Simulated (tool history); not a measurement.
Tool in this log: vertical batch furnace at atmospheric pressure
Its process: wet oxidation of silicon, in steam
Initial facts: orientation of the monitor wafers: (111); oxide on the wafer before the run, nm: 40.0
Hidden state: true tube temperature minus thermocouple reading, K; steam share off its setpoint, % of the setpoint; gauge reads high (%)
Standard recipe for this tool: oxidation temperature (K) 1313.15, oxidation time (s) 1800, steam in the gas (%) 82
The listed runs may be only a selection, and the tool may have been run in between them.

| run | day | oxidation temperature (K) | oxidation time (s) | steam in the gas (%) | wafers since the last listed run | hours since the last temperature calibration | hours since the steam generator was serviced | hours since the gauge calibration | read-back reference wafer on the same gauge, thickness | oxide thickness on the monitor wafer (angstrom) |
|---|---|---|---|---|---|---|---|---|---|---|
| 1 | 0.000 | 1307.15 | 1800 | 82 | 0 | 1596.3 | 1510.8 | 119.6 | 354.10 | 3715.7 |
| 2 | 0.604 | 1307.15 | 1800 | 82 | 177 | 1610.8 | 1525.3 | 134.1 | 354.10 | 3716.2 |
| 3 | 1.792 | 1307.15 | 1800 | 82 | 349 | 1639.3 | 1553.8 | 162.6 | 354.14 | 3709.8 |
| 4 | 3.042 | 1329.15 | 1800 | 82 | 368 | 1669.3 | 1583.8 | 192.6 | 353.88 | 4101.4 |
| 5 | 3.879 | 1329.15 | 1800 | 82 | 246 | 1689.4 | 1603.9 | 212.7 | 354.02 | 4128.5 |
| 6 | 5.058 | 1299.15 | 1800 | 82 | 347 | 1717.7 | 1632.2 | 241.0 | 354.03 | 3571.5 |
| 7 | 5.833 | 1299.15 | 1800 | 82 | 228 | 1736.3 | 1650.8 | 259.6 | 353.93 | 3546.4 |
|  | 7.171 | steam generator serviced |
| 8 | 7.192 | 1299.15 | 1800 | 82 | 105 | 1768.9 | 0.5 | 292.2 | 353.95 | 3550.4 |
| 9 | 7.633 | 1313.15 | 1800 | 82 | 130 | 1779.5 | 11.1 | 302.8 | 353.99 | 3796.7 |
|  | 9.483 | thermocouples replaced and temperature profile calibrated |
| 10 | 9.504 | 1313.15 | 1800 | 82 | 256 | 0.5 | 56.0 | 347.7 | 354.00 | 3799.4 |
| 11 | 9.871 | 1305.15 | 2070 | 76 | 108 | 9.3 | 64.8 | 356.5 | 354.05 | 3807.1 |
| 12 | 10.450 | 1313.15 | 1800 | 82 | 170 | 23.2 | 78.7 | 370.4 | 354.04 | 3823.7 |
| 13 | 11.533 | 1313.15 | 1170 | 82 | 319 | 49.2 | 104.7 | 396.4 | 354.09 | 2977.4 |
|  | 11.938 | gauge calibrated |
| 14 | 12.829 | 1313.15 | 1290 | 85 | 381 | 80.3 | 135.8 | 21.4 | 353.89 | 3201.4 |
| 15 | 13.921 | 1329.15 | 1800 | 82 | 321 | 106.5 | 162.0 | 47.6 | 354.15 | 4113.6 |
| 16 | 15.375 | 1313.15 | 1800 | 82 | 428 | 141.4 | 196.9 | 82.5 | 354.00 | 3821.5 |
| 17 | 16.833 | 1313.15 | 1560 | 93 | 429 | 176.4 | 231.9 | 117.5 | 354.20 | 3795.3 |
| 18 | 18.146 | 1325.15 | 1800 | 85 | 386 | 207.9 | 263.4 | 149.0 | 354.06 | 4114.3 |
| 19 | 18.792 | 1313.15 | 1050 | 92 | 190 | 223.4 | 278.9 | 164.5 | 354.01 | 2983.8 |

Run 20 is up next; what results do you expect?
| 20 | 20.038 | 1336.15 | 1800 | 87 | 366 | 253.3 | 308.8 | 194.4 | ? | ? |

Run 20 gave read-back reference wafer on the same gauge, thickness 354.25, oxide thickness on the monitor wafer (angstrom) 4382.5.
Had the tool carried no hidden state, the very same run would have given oxide thickness on the monitor wafer (angstrom) 4382.5.
